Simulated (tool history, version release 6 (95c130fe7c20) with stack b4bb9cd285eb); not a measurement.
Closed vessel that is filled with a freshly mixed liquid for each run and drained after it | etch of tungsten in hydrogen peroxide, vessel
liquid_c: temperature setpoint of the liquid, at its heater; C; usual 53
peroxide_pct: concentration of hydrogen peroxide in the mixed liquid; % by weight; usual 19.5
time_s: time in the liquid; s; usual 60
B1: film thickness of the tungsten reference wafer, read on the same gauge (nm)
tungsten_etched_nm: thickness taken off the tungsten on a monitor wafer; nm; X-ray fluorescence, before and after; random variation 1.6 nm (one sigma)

Run 1, day 0: usual settings; B1 40. Result: tungsten_etched_nm 208.04 nm.
At day 1.738: thermometer replaced.
Run 2, day 3.108: usual settings; B1 39.96. Result: tungsten_etched_nm 206.8 nm.
At day 4.7: new drum of peroxide connected.
Run 3, day 7.425: usual settings; B1 39.98. Result: tungsten_etched_nm 206.99 nm.
Run 4, day 9.467: usual settings; B1 40.03. Result: tungsten_etched_nm 207.67 nm.
Run 5, day 13.571: usual settings but peroxide_pct 21 % by weight; B1 40.02. Result: tungsten_etched_nm 216.64 nm.
Run 6, day 16.508: usual settings but peroxide_pct 21 % by weight; B1 39.98. Result: tungsten_etched_nm 216.35 nm.
Run 7, day 20.392: usual settings but peroxide_pct 21 % by weight; B1 40.03. Result: tungsten_etched_nm 214.26 nm.
Run 8, day 22.275: usual settings; B1 40.05. Result: tungsten_etched_nm 208.77 nm.
Run 9, day 25.738: usual settings but peroxide_pct 21.5 % by weight, time_s 70 s; B1 40. Result: tungsten_etched_nm 257.84 nm.
Run 10, day 29.779: usual settings; B1 40.03. Result: tungsten_etched_nm 210.33 nm.
At day 31.729: gauge calibrated.
At day 32.804: new drum of peroxide connected.
Run 11, day 32.825: usual settings; B1 39.99. Result: tungsten_etched_nm 208.16 nm.
Run 12, day 35.833: usual settings but peroxide_pct 24 % by weight; B1 40. Result: tungsten_etched_nm 231.12 nm.
Run 13, day 38.133: usual settings but liquid_c 62.5 C, peroxide_pct 23.5 % by weight; B1 40.03. Result: tungsten_etched_nm 395.84 nm.
Run 14, day 40.288: usual settings but liquid_c 56 C, peroxide_pct 16 % by weight, time_s 95 s; B1 39.98. Result: tungsten_etched_nm 354.24 nm.
Run 15, day 43.775: usual settings but liquid_c 47.5 C; B1 39.97. Result: tungsten_etched_nm 149.65 nm.
At day 45.838: peroxide flow meter replaced.
Run 16, day 47.979: usual settings but liquid_c 45 C, peroxide_pct 18 % by weight, time_s 35 s; B1 39.95. Result: tungsten_etched_nm 71.44 nm.
Run 17, day 51.375: usual settings but liquid_c 43.5 C, peroxide_pct 23.5 % by weight, time_s 40 s; B1 40.03. Result: tungsten_etched_nm 85.22 nm.
Run 18, day 53.638: usual settings but liquid_c 56.5 C, peroxide_pct 21.5 % by weight, time_s 90 s; B1 40. Result: tungsten_etched_nm 409.27 nm.
Run 19, day 56.433: usual settings but liquid_c 58.5 C, peroxide_pct 15.5 % by weight; B1 39.97. Result: tungsten_etched_nm 257.78 nm.
At day 58.121: new drum of peroxide connected.
Run 20, day 60.004: usual settings; B1 40.01. Result: tungsten_etched_nm 207.69 nm.
Run 21, day 62.512: usual settings but liquid_c 57.5 C, peroxide_pct 23.5 % by weight, time_s 30 s; B1 40.01. Result: tungsten_etched_nm 149.55 nm.
At day 65.092: thermometer replaced.
Run 22, day 65.321: usual settings but liquid_c 44.5 C, peroxide_pct 25 % by weight, time_s 95 s; B1 40.03. Result: tungsten_etched_nm 217.08 nm.
Run 23, day 67.817: usual settings but liquid_c 49.5 C, peroxide_pct 16 % by weight, time_s 70 s; B1 40.04. Result: tungsten_etched_nm 178.22 nm.
Run 24, day 69.854: usual settings but liquid_c 57.5 C, peroxide_pct 22.5 % by weight, time_s 45 s; B1 40.01. Result: tungsten_etched_nm 220.74 nm.
Run 25, day 73.712: usual settings but peroxide_pct 21 % by weight; B1 40.04. Result: tungsten_etched_nm 219.59 nm.
Run 26, day 78.075: usual settings but liquid_c 46.5 C, peroxide_pct 15 % by weight, time_s 80 s; B1 39.96. Result: tungsten_etched_nm 165.71 nm.
Run 27, day 82.033: usual settings but liquid_c 60.5 C, time_s 40 s; B1 40.05. Result: tungsten_etched_nm 215.59 nm.
Run 28, day 84.129: usual settings but liquid_c 49 C; B1 40.01. Result: tungsten_etched_nm 163.49 nm.
Run 29, day 86.271: usual settings but peroxide_pct 16 % by weight, time_s 30 s; B1 40.06. Result: tungsten_etched_nm 93.6 nm.
Run 30, day 89.329: usual settings but liquid_c 59.5 C, peroxide_pct 17.5 % by weight, time_s 30 s; B1 39.97. Result: tungsten_etched_nm 145.11 nm.
At day 89.742: new drum of peroxide connected.
At day 89.921: peroxide flow meter replaced.
Run 31, day 92.333: usual settings but liquid_c 58.5 C, peroxide_pct 17.5 % by weight; B1 40.04. Result: tungsten_etched_nm 272.64 nm.

3 ways to go on from here, each from the tool as it stands after run 31. What would each give?
Run A, day 92.362: usual settings but liquid_c 43 C; B1 ?. Result: tungsten_etched_nm ?.
Run B, day 92.362: usual settings but peroxide_pct 25.5 % by weight, time_s 90 s; B1 ?. Result: tungsten_etched_nm ?.
Run C, day 92.362: usual settings but liquid_c 58 C, peroxide_pct 23 % by weight; B1 ?. Result: tungsten_etched_nm ?.

run     B1  tungsten_etched_nm
  A  39.98              111.87
  B  39.98              356.37
  C  39.98              303.19
Without the tool's hidden state the same runs would have given:
run  tungsten_etched_nm
  A              111.87
  B              356.37
  C              303.19

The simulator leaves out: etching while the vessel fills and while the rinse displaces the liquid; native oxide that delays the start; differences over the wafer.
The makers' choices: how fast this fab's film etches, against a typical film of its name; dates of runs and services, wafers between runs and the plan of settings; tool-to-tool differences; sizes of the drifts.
